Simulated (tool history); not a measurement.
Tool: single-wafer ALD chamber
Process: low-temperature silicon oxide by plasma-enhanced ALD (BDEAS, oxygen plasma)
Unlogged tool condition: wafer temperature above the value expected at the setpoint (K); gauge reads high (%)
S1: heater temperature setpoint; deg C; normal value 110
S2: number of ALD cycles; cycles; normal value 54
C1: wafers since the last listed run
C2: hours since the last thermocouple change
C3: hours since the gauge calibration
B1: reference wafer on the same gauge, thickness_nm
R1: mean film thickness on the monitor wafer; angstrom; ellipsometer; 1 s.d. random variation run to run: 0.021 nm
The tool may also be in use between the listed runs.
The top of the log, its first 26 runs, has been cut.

Run 27, hour 1919.4: usual settings; C1 292; C2 959.2; C3 686.3; B1 8.082. Result: R1 83.32 angstrom.
Run 28, hour 2024.7: usual settings but S1 122 deg C, S2 62 cycles; C1 783; C2 1064.5; C3 791.6; B1 8.078. Result: R1 93.08 angstrom.
Run 29, hour 2184.2: usual settings; C1 1187; C2 1224; C3 951.1; B1 8.077. Result: R1 83.14 angstrom.
Run 30, hour 2226.7: usual settings but S1 119 deg C, S2 62 cycles; C1 316; C2 1266.5; C3 993.6; B1 8.079. Result: R1 94.06 angstrom.
At hour 2306.7: thermocouple changed; heater temperature recalibrated.
Run 31, hour 2316.9: usual settings but S1 123 deg C; C1 611; C2 10.2; C3 1083.8; B1 8.086. Result: R1 80.46 angstrom.
Run 32, hour 2379.5: usual settings but S1 101 deg C, S2 64 cycles; C1 465; C2 72.8; C3 1146.4; B1 8.082. Result: R1 100.6 angstrom.
Run 33, hour 2435.5: usual settings; C1 416; C2 128.8; C3 1202.4; B1 8.082. Result: R1 82.62 angstrom.
Run 34, hour 2499.6: usual settings but S1 105 deg C; C1 477; C2 192.9; C3 1266.5; B1 8.079. Result: R1 83.7 angstrom.
Run 35, hour 2548.9: usual settings but S1 100 deg C, S2 46 cycles; C1 366; C2 242.2; C3 1315.8; B1 8.081. Result: R1 72.8 angstrom.
Run 36, hour 2603.8: usual settings; C1 408; C2 297.1; C3 1370.7; B1 8.084. Result: R1 83.36 angstrom.
Run 37, hour 2685.7: usual settings but S1 98 deg C, S2 57 cycles; C1 609; C2 379; C3 1452.6; B1 8.077. Result: R1 91.61 angstrom.
Run 38, hour 2761.1: usual settings but S2 62 cycles; C1 561; C2 454.4; C3 1528; B1 8.082. Result: R1 95.23 angstrom.
Run 39, hour 2804.9: usual settings but S2 50 cycles; C1 326; C2 498.2; C3 1571.8; B1 8.075. Result: R1 76.99 angstrom.
Run 40, hour 2884.1: usual settings but S1 106 deg C, S2 51 cycles; C1 589; C2 577.4; C3 1651; B1 8.084. Result: R1 78.9 angstrom.
Run 41, hour 2969.4: usual settings but S1 117 deg C, S2 50 cycles; C1 634; C2 662.7; C3 1736.3; B1 8.083. Result: R1 76.38 angstrom.
Run 42, hour 3058.7: usual settings but S1 124 deg C, S2 48 cycles; C1 664; C2 752; C3 1825.6; B1 8.073. Result: R1 71.65 angstrom.
Run 43, hour 3143.1: usual settings but S1 116 deg C, S2 51 cycles; C1 628; C2 836.4; C3 1910; B1 8.086. Result: R1 77.7 angstrom.
Run 44, hour 3243.2: usual settings; C1 745; C2 936.5; C3 2010.1; B1 8.083. Result: R1 83.44 angstrom.
Run 45, hour 3318.2: usual settings but S1 99 deg C, S2 51 cycles; C1 558; C2 1011.5; C3 2085.1; B1 8.083. Result: R1 82 angstrom.
Run 46, hour 3419.4: usual settings but S1 116 deg C, S2 58 cycles; C1 753; C2 1112.7; C3 2186.3; B1 8.079. Result: R1 88.61 angstrom.
Run 47, hour 3505.8: usual settings but S1 118 deg C, S2 44 cycles; C1 643; C2 1199.1; C3 2272.7; B1 8.076. Result: R1 67.05 angstrom.

Below are 3 alternative next runs, each starting from the tool's condition after run 47. Predict each:
Run A, hour 3506.3: usual settings; C1 3; C2 1199.6; C3 2273.2; B1 ?. Result: R1 ?.
Run B, hour 3506.3: usual settings but S2 64 cycles; C1 3; C2 1199.6; C3 2273.2; B1 ?. Result: R1 ?.
Run C, hour 3506.3: usual settings but S2 49 cycles; C1 3; C2 1199.6; C3 2273.2; B1 ?. Result: R1 ?.

run     B1     R1
  A  8.083  83.93
  B  8.083  99.48
  C  8.083  76.16
Take away the tool's hidden state, keep each run's random variation, and the runs would have read:
run     R1
  A  82.77
  B  98.09
  C   75.1
